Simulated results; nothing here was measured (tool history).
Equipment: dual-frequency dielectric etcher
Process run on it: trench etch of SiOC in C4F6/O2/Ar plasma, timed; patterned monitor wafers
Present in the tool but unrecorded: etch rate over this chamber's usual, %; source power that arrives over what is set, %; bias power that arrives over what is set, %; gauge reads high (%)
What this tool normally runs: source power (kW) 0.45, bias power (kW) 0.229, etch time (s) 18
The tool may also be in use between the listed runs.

run,hour,source power (kW),bias power (kW),etch time (s),wafers since the last listed run,hours since the last wet clean,hours since the last source power generator calibration,hours since the last bias power generator calibration,hours since the last upper electrode change,hours since the gauge calibration,"read-back reference wafer on the same gauge, depth_nm",mean etch depth across the wafer (Å)
1,0,0.45,0.229,18,0,3.7,3837.5,4069.5,2.5,435.9,33.08,403.5
2,6.7,0.45,0.229,18,111,10.4,3844.2,4076.2,9.2,442.6,33.12,403.9
3,17.8,0.45,0.253,18,184,21.5,3855.3,4087.3,20.3,453.7,33.11,417.2
4,28.3,0.45,0.229,18,174,32,3865.8,4097.8,30.8,464.2,33.09,403.6
5,45,0.45,0.229,18,277,48.7,3882.5,4114.5,47.5,480.9,33.11,399.9
6,60.4,0.38,0.229,18,255,64.1,3897.9,4129.9,62.9,496.3,33.13,361.2
7,72.1,0.38,0.229,18,194,75.8,3909.6,4141.6,74.6,508,33.09,360
8,83.3,0.45,0.229,18,186,87,3920.8,4152.8,85.8,519.2,33.09,404.4
9,96.7,0.45,0.229,18,222,100.4,3934.2,4166.2,99.2,532.6,33.09,401.1
10,104,0.41,0.229,23.5,121,107.7,3941.5,4173.5,106.5,539.9,33.08,496
# hour 112.5: bias power generator calibrated
11,113,0.45,0.229,18,83,116.7,3950.5,0.5,115.5,548.9,33.12,401.2
12,144.1,0.45,0.267,13.5,516,147.8,3981.6,31.6,146.6,580,33.08,319.6
13,153.8,0.51,0.229,18,161,157.5,3991.3,41.3,156.3,589.7,33.11,429.3
14,160.3,0.45,0.229,18,108,164,3997.8,47.8,162.8,596.2,33.11,398.7
# hour 164: gauge calibrated
15,166.6,0.55,0.229,18,104,170.3,4004.1,54.1,169.1,2.6,33.09,450.5
16,180.4,0.45,0.229,12.5,229,184.1,4017.9,67.9,182.9,16.4,33.07,277.8
17,192.3,0.45,0.229,18,197,196,4029.8,79.8,194.8,28.3,33.14,400.2
18,207.8,0.45,0.286,14.5,257,211.5,4045.3,95.3,210.3,43.8,33.09,354.7
19,233.7,0.45,0.229,21,430,237.4,4071.2,121.2,236.2,69.7,33.13,468.7
20,242.2,0.45,0.229,18,141,245.9,4079.7,129.7,244.7,78.2,33.09,397.3
# hour 254: source power generator calibrated
21,254.7,0.45,0.229,18,141,258.4,0.7,142.2,257.2,90.7,33.1,398.1
22,272.2,0.45,0.266,18,290,275.9,18.2,159.7,274.7,108.2,33.12,422.5
23,287.7,0.45,0.267,13.5,257,291.4,33.7,175.2,290.2,123.7,33.11,318.3
24,299.2,0.56,0.182,13,191,302.9,45.2,186.7,301.7,135.2,33.11,295.8
25,312.6,0.45,0.286,14.5,222,316.3,58.6,200.1,315.1,148.6,33.13,351.9
26,330,0.37,0.252,21,289,333.7,76,217.5,332.5,166,33.09,426.6
27,342.3,0.54,0.184,18,204,346,88.3,229.8,344.8,178.3,33.08,404
28,357.4,0.54,0.274,14.5,250,361.1,103.4,244.9,359.9,193.4,33.1,380.7
29,365.4,0.37,0.214,13,132,369.1,111.4,252.9,367.9,201.4,33.09,244
30,373.5,0.45,0.229,18,134,377.2,119.5,261,376,209.5,33.08,398
31,381.6,0.34,0.262,23,134,385.3,127.6,269.1,384.1,217.6,33.11,447.9

Below are 3 alternative next runs, each starting from the tool's condition after run 31. Predict each:
A,382,0.45,0.229,18,6,385.7,128,269.5,384.5,218,?,?
B,382,0.34,0.229,18,6,385.7,128,269.5,384.5,218,?,?
C,382,0.51,0.229,21.5,6,385.7,128,269.5,384.5,218,?,?

run,"read-back reference wafer on the same gauge, depth_nm",mean etch depth across the wafer (Å)
A,33.09,400.1
B,33.09,332.1
C,33.09,514.3
Without the tool's unlogged condition, the same runs would have read:
run,mean etch depth across the wafer (Å)
A,406.2
B,337.1
C,522.2
